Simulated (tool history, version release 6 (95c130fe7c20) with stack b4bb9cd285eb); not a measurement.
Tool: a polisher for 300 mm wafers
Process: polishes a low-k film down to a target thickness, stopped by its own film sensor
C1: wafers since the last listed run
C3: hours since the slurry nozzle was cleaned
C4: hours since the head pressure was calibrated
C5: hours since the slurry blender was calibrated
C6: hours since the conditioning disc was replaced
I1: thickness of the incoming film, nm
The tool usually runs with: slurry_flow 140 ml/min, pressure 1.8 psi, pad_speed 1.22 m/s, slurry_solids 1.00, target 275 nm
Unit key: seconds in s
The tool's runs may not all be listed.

run 1 day=0.000 | slurry_flow=140 pressure=1.8 pad_speed=1.22 slurry_solids=1.00 target=275 | C1=0 wafers_polished_on_this_pad=494 C3=5.0 C4=1145.9 C5=304.5 C6=4.9 | I1=307.8 | seconds=70.3
run 2 day=0.475 | slurry_flow=140 pressure=1.8 pad_speed=1.22 slurry_solids=1.00 target=275 | C1=142 wafers_polished_on_this_pad=636 C3=16.4 C4=1157.3 C5=315.9 C6=16.3 | I1=309.3 | seconds=75.7
run 3 day=1.158 | slurry_flow=140 pressure=1.8 pad_speed=1.22 slurry_solids=1.00 target=275 | C1=204 wafers_polished_on_this_pad=841 C3=32.8 C4=1173.7 C5=332.3 C6=32.7 | I1=306.5 | seconds=70.3
-- day=1.567 slurry blender recalibrated
run 4 day=1.796 | slurry_flow=140 pressure=1.8 pad_speed=1.22 slurry_solids=1.00 target=275 | C1=166 wafers_polished_on_this_pad=1007 C3=48.1 C4=1189.0 C5=5.5 C6=48.0 | I1=313.3 | seconds=87.3
run 5 day=2.312 | slurry_flow=140 pressure=1.8 pad_speed=1.22 slurry_solids=1.00 target=275 | C1=154 wafers_polished_on_this_pad=1162 C3=60.5 C4=1201.4 C5=17.9 C6=60.4 | I1=311.4 | seconds=83.6
-- day=2.504 worn pad replaced by a new one
run 6 day=2.775 | slurry_flow=170 pressure=1.8 pad_speed=1.22 slurry_solids=1.00 target=275 | C1=88 wafers_polished_on_this_pad=81 C3=71.6 C4=1212.5 C5=29.0 C6=71.5 | I1=308.4 | seconds=66.2
run 7 day=3.396 | slurry_flow=140 pressure=1.8 pad_speed=1.22 slurry_solids=1.00 target=275 | C1=186 wafers_polished_on_this_pad=267 C3=86.5 C4=1227.4 C5=43.9 C6=86.4 | I1=309.6 | seconds=71.4
run 8 day=3.938 | slurry_flow=175 pressure=1.8 pad_speed=1.22 slurry_solids=1.00 target=275 | C1=162 wafers_polished_on_this_pad=429 C3=99.5 C4=1240.4 C5=56.9 C6=99.4 | I1=315.3 | seconds=82.3
-- day=5.112 head pressure recalibrated
run 9 day=5.675 | slurry_flow=140 pressure=1.8 pad_speed=1.48 slurry_solids=1.00 target=271 | C1=496 wafers_polished_on_this_pad=925 C3=141.2 C4=13.5 C5=98.6 C6=141.1 | I1=310.2 | seconds=78.0
run 10 day=6.125 | slurry_flow=140 pressure=2.3 pad_speed=1.22 slurry_solids=1.00 target=275 | C1=134 wafers_polished_on_this_pad=1060 C3=152.0 C4=24.3 C5=109.4 C6=151.9 | I1=308.2 | seconds=61.8
run 11 day=6.588 | slurry_flow=140 pressure=1.5 pad_speed=1.22 slurry_solids=1.00 target=285 | C1=138 wafers_polished_on_this_pad=1199 C3=163.1 C4=35.4 C5=120.5 C6=163.0 | I1=310.8 | seconds=64.4
-- day=6.904 worn pad replaced by a new one, of another model than before
run 12 day=6.967 | slurry_flow=140 pressure=1.8 pad_speed=1.22 slurry_solids=1.00 target=275 | C1=63 wafers_polished_on_this_pad=18 C3=172.2 C4=44.5 C5=129.6 C6=172.1 | I1=303.8 | seconds=58.2
run 13 day=7.483 | slurry_flow=140 pressure=1.8 pad_speed=1.22 slurry_solids=1.00 target=275 | C1=154 wafers_polished_on_this_pad=173 C3=184.6 C4=56.9 C5=142.0 C6=184.5 | I1=309.8 | seconds=71.9
run 14 day=7.796 | slurry_flow=170 pressure=1.6 pad_speed=1.22 slurry_solids=0.80 target=275 | C1=93 wafers_polished_on_this_pad=267 C3=192.1 C4=64.4 C5=149.5 C6=192.0 | I1=304.3 | seconds=74.7
run 15 day=8.442 | slurry_flow=140 pressure=1.8 pad_speed=1.02 slurry_solids=1.00 target=275 | C1=193 wafers_polished_on_this_pad=461 C3=207.6 C4=79.9 C5=165.0 C6=207.5 | I1=310.5 | seconds=81.9
run 16 day=9.158 | slurry_flow=140 pressure=1.8 pad_speed=1.22 slurry_solids=1.00 target=275 | C1=214 wafers_polished_on_this_pad=675 C3=224.8 C4=97.1 C5=182.2 C6=224.7 | I1=309.3 | seconds=73.1
run 17 day=9.438 | slurry_flow=180 pressure=1.8 pad_speed=1.22 slurry_solids=0.85 target=275 | C1=83 wafers_polished_on_this_pad=759 C3=231.5 C4=103.8 C5=188.9 C6=231.4 | I1=306.4 | seconds=71.5
run 18 day=10.175 | slurry_flow=140 pressure=1.8 pad_speed=1.22 slurry_solids=1.00 target=275 | C1=221 wafers_polished_on_this_pad=980 C3=249.2 C4=121.5 C5=206.6 C6=249.1 | I1=312.3 | seconds=84.2
-- day=10.292 conditioning disc replaced and pad reconditioned
run 19 day=10.579 | slurry_flow=140 pressure=1.8 pad_speed=1.22 slurry_solids=1.00 target=275 | C1=96 wafers_polished_on_this_pad=1076 C3=258.9 C4=131.2 C5=216.3 C6=6.9 | I1=305.9 | seconds=70.4
run 20 day=11.046 | slurry_flow=140 pressure=1.8 pad_speed=1.46 slurry_solids=1.00 target=275 | C1=139 wafers_polished_on_this_pad=1216 C3=270.1 C4=142.4 C5=227.5 C6=18.1 | I1=309.5 | seconds=70.8
run 21 day=11.708 | slurry_flow=175 pressure=1.5 pad_speed=1.58 slurry_solids=1.10 target=275 | C1=198 wafers_polished_on_this_pad=1415 C3=286.0 C4=158.3 C5=243.4 C6=34.0 | I1=312.5 | seconds=79.9
-- day=12.133 worn pad replaced by a new one
run 22 day=12.308 | slurry_flow=140 pressure=2.4 pad_speed=1.22 slurry_solids=1.00 target=275 | C1=129 wafers_polished_on_this_pad=52 C3=300.4 C4=172.7 C5=257.8 C6=48.4 | I1=312.4 | seconds=56.8
run 23 day=13.208 | slurry_flow=170 pressure=1.8 pad_speed=1.22 slurry_solids=0.90 target=282 | C1=269 wafers_polished_on_this_pad=322 C3=322.0 C4=194.3 C5=279.4 C6=70.0 | I1=312.8 | seconds=66.6
run 24 day=13.546 | slurry_flow=140 pressure=1.8 pad_speed=1.22 slurry_solids=1.00 target=275 | C1=101 wafers_polished_on_this_pad=423 C3=330.1 C4=202.4 C5=287.5 C6=78.1 | I1=310.2 | seconds=75.4
run 25 day=14.262 | slurry_flow=140 pressure=1.8 pad_speed=1.22 slurry_solids=0.75 target=275 | C1=214 wafers_polished_on_this_pad=638 C3=347.3 C4=219.6 C5=304.7 C6=95.3 | I1=316.6 | seconds=108.4
run 26 day=14.933 | slurry_flow=140 pressure=1.8 pad_speed=1.22 slurry_solids=1.00 target=275 | C1=201 wafers_polished_on_this_pad=839 C3=363.4 C4=235.7 C5=320.8 C6=111.4 | I1=314.1 | seconds=89.3

Hidden state at the last listed run before each entry between runs and at the first one after, where it differs:
After run 3, before run 4: slurry blender recalibrated (day 1.567)
  removal rate lost through wear of the pad, %: 12.5 -> 13.3
  measured value less the no-hidden-state value, seconds: +8.8 -> +11.6 s
After run 5, before run 6: worn pad replaced by a new one (day 2.504)
  removal rate lost through wear of the pad, %: 13.8 -> 2.5
  measured value less the no-hidden-state value, seconds: +11.5 -> +1.7 s
After run 8, before run 9: head pressure recalibrated (day 5.112)
  removal rate lost through wear of the pad, %: 8.34 -> 12
  measured value less the no-hidden-state value, seconds: +6.9 -> +9.4 s
After run 11, before run 12: worn pad replaced by a new one, of another model than before (day 6.904)
  removal rate lost through wear of the pad, %: 12.9 -> 0.891
  measured value less the no-hidden-state value, seconds: +8.3 -> +0.5 s
After run 18, before run 19: conditioning disc replaced and pad reconditioned (day 10.292)
  removal rate lost through wear of the pad, %: 12.1 -> 12.5
  measured value less the no-hidden-state value, seconds: +10.2 -> +8.8 s
After run 21, before run 22: worn pad replaced by a new one (day 12.133)
  removal rate lost through wear of the pad, %: 13.2 -> 3.35
  measured value less the no-hidden-state value, seconds: +10.6 -> +1.9 s
